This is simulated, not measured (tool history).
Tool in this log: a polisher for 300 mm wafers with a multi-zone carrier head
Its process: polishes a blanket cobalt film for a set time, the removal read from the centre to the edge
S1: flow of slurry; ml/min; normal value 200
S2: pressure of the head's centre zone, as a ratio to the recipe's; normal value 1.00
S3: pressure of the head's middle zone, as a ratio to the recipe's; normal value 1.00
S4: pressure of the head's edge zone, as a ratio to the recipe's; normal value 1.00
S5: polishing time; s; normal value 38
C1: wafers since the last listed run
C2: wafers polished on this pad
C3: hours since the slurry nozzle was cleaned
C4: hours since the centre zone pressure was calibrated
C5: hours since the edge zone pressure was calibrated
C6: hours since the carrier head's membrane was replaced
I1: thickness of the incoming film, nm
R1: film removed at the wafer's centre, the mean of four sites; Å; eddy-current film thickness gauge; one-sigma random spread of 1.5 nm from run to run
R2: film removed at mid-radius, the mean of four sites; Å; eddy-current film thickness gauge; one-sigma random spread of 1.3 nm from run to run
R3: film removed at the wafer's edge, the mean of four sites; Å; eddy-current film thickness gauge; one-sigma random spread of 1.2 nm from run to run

Run 1, day 0.000: usual settings but S3 0.95, S5 48 s; C1 0; C2 1622; C3 286.0; C4 406.8; C5 264.1; C6 1178.2; I1 819.0. Result: R1 1836 Å, R2 1761 Å, R3 1837 Å.
Run 2, day 1.975: usual settings but S3 0.95, S5 48 s; C1 547; C2 2170; C3 333.4; C4 454.2; C5 311.5; C6 1225.6; I1 827.1. Result: R1 1790 Å, R2 1760 Å, R3 1777 Å.
Run 3, day 3.567: usual settings but S3 0.95, S5 48 s; C1 441; C2 2612; C3 371.6; C4 492.4; C5 349.7; C6 1263.8; I1 833.3. Result: R1 1723 Å, R2 1683 Å, R3 1744 Å.
At day 4.958: worn pad replaced by a new one.
At day 9.783: carrier head's membrane replaced by a new one.
Run 4, day 12.300: usual settings; C1 2318; C2 1979; C3 581.2; C4 702.0; C5 559.3; C6 60.4; I1 816.6. Result: R1 1437 Å, R2 1427 Å, R3 1422 Å.
At day 14.542: worn pad replaced by a new one.
Run 5, day 14.562: usual settings; C1 581; C2 5; C3 635.5; C4 756.3; C5 613.6; C6 114.7; I1 819.1. Result: R1 1479 Å, R2 1536 Å, R3 1497 Å.
Run 6, day 16.746: usual settings but S3 1.04, S5 33 s; C1 605; C2 611; C3 687.9; C4 808.7; C5 666.0; C6 167.1; I1 817.9. Result: R1 1289 Å, R2 1369 Å, R3 1278 Å.
Run 7, day 18.754: usual settings but S3 1.04, S5 33 s; C1 557; C2 1168; C3 736.1; C4 856.9; C5 714.2; C6 215.3; I1 826.5. Result: R1 1279 Å, R2 1364 Å, R3 1273 Å.
At day 19.175: centre zone pressure recalibrated.
Run 8, day 20.258: usual settings but S3 1.04, S5 33 s; C1 394; C2 1562; C3 772.2; C4 26.0; C5 750.3; C6 251.4; I1 812.3. Result: R1 1269 Å, R2 1323 Å, R3 1257 Å.
Run 9, day 21.358: usual settings; C1 305; C2 1867; C3 798.6; C4 52.4; C5 776.7; C6 277.8; I1 821.9. Result: R1 1410 Å, R2 1486 Å, R3 1430 Å.
At day 21.788: slurry nozzle cleaned.
Run 10, day 23.512: usual settings but S1 140 ml/min, S4 1.10; C1 586; C2 2454; C3 41.4; C4 104.1; C5 828.4; C6 329.5; I1 831.7. Result: R1 1254 Å, R2 1313 Å, R3 1342 Å.
At day 23.804: worn pad replaced by a new one.
Run 11, day 25.183: usual settings but S3 0.95; C1 417; C2 382; C3 81.5; C4 144.2; C5 868.5; C6 369.6; I1 831.2. Result: R1 1529 Å, R2 1492 Å, R3 1498 Å.
Run 12, day 27.312: usual settings but S1 175 ml/min, S4 0.94, S5 47 s; C1 590; C2 973; C3 132.6; C4 195.3; C5 919.6; C6 420.7; I1 826.0. Result: R1 1802 Å, R2 1839 Å, R3 1747 Å.
Run 13, day 30.258: usual settings but S4 0.90; C1 817; C2 1790; C3 203.3; C4 266.0; C5 990.3; C6 491.4; I1 810.2. Result: R1 1443 Å, R2 1477 Å, R3 1363 Å.
At day 31.117: edge zone pressure recalibrated.
Run 14, day 33.129: usual settings; C1 773; C2 2563; C3 272.2; C4 334.9; C5 48.3; C6 560.3; I1 820.2. Result: R1 1368 Å, R2 1399 Å, R3 1393 Å.
Run 15, day 35.029: usual settings but S1 265 ml/min, S2 0.91, S4 1.07; C1 527; C2 3091; C3 317.8; C4 380.5; C5 93.9; C6 605.9; I1 815.7. Result: R1 1264 Å, R2 1393 Å, R3 1390 Å.
At day 35.704: worn pad replaced by a new one.
Run 16, day 37.029: usual settings but S1 260 ml/min, S2 1.11; C1 508; C2 367; C3 365.8; C4 428.5; C5 141.9; C6 653.9; I1 813.7. Result: R1 1726 Å, R2 1587 Å, R3 1537 Å.
Run 17, day 38.721: usual settings; C1 469; C2 836; C3 406.4; C4 469.1; C5 182.5; C6 694.5; I1 820.4. Result: R1 1484 Å, R2 1514 Å, R3 1473 Å.
Run 18, day 41.267: usual settings; C1 706; C2 1543; C3 467.5; C4 530.2; C5 243.6; C6 755.6; I1 819.6. Result: R1 1452 Å, R2 1486 Å, R3 1448 Å.
Run 19, day 42.892: usual settings but S2 1.06, S3 0.95, S4 0.92, S5 33 s; C1 450; C2 1993; C3 506.5; C4 569.2; C5 282.6; C6 794.6; I1 829.1. Result: R1 1289 Å, R2 1214 Å, R3 1167 Å.
Run 20, day 44.621: usual settings; C1 479; C2 2473; C3 548.0; C4 610.7; C5 324.1; C6 836.1; I1 816.1. Result: R1 1394 Å, R2 1409 Å, R3 1398 Å.
At day 44.958: worn pad replaced by a new one.
Run 21, day 46.583: usual settings but S1 135 ml/min, S3 0.93, S5 50 s; C1 498; C2 451; C3 595.1; C4 657.8; C5 371.2; C6 883.2; I1 805.8. Result: R1 1806 Å, R2 1776 Å, R3 1876 Å.

Branching from run 21: 5 alternative next runs. What would each branch give?
Run A, day 46.600: usual settings; C1 4; C2 455; C3 595.5; C4 658.2; C5 371.6; C6 883.6; I1 814.2. Result: R1 ?, R2 ?, R3 ?.
Run B, day 46.600: usual settings but S5 32 s; C1 4; C2 455; C3 595.5; C4 658.2; C5 371.6; C6 883.6; I1 814.2. Result: R1 ?, R2 ?, R3 ?.
Run C, day 46.600: usual settings but S2 1.05, S3 0.93; C1 4; C2 455; C3 595.5; C4 658.2; C5 371.6; C6 883.6; I1 814.2. Result: R1 ?, R2 ?, R3 ?.
Run D, day 46.600: usual settings but S1 245 ml/min, S3 0.93, S4 0.94; C1 4; C2 455; C3 595.5; C4 658.2; C5 371.6; C6 883.6; I1 814.2. Result: R1 ?, R2 ?, R3 ?.
Run E, day 46.600: usual settings but S5 49 s; C1 4; C2 455; C3 595.5; C4 658.2; C5 371.6; C6 883.6; I1 814.2. Result: R1 ?, R2 ?, R3 ?.

run    R1    R2    R3
  A  1497  1542  1483
  B  1260  1298  1249
  C  1565  1450  1484
  D  1544  1493  1473
  E  1930  1988  1912
What these runs would have given with no unlogged condition in the tool:
run    R1    R2    R3
  A  1506  1552  1493
  B  1269  1307  1257
  C  1575  1460  1494
  D  1555  1503  1482
  E  1942  2001  1925
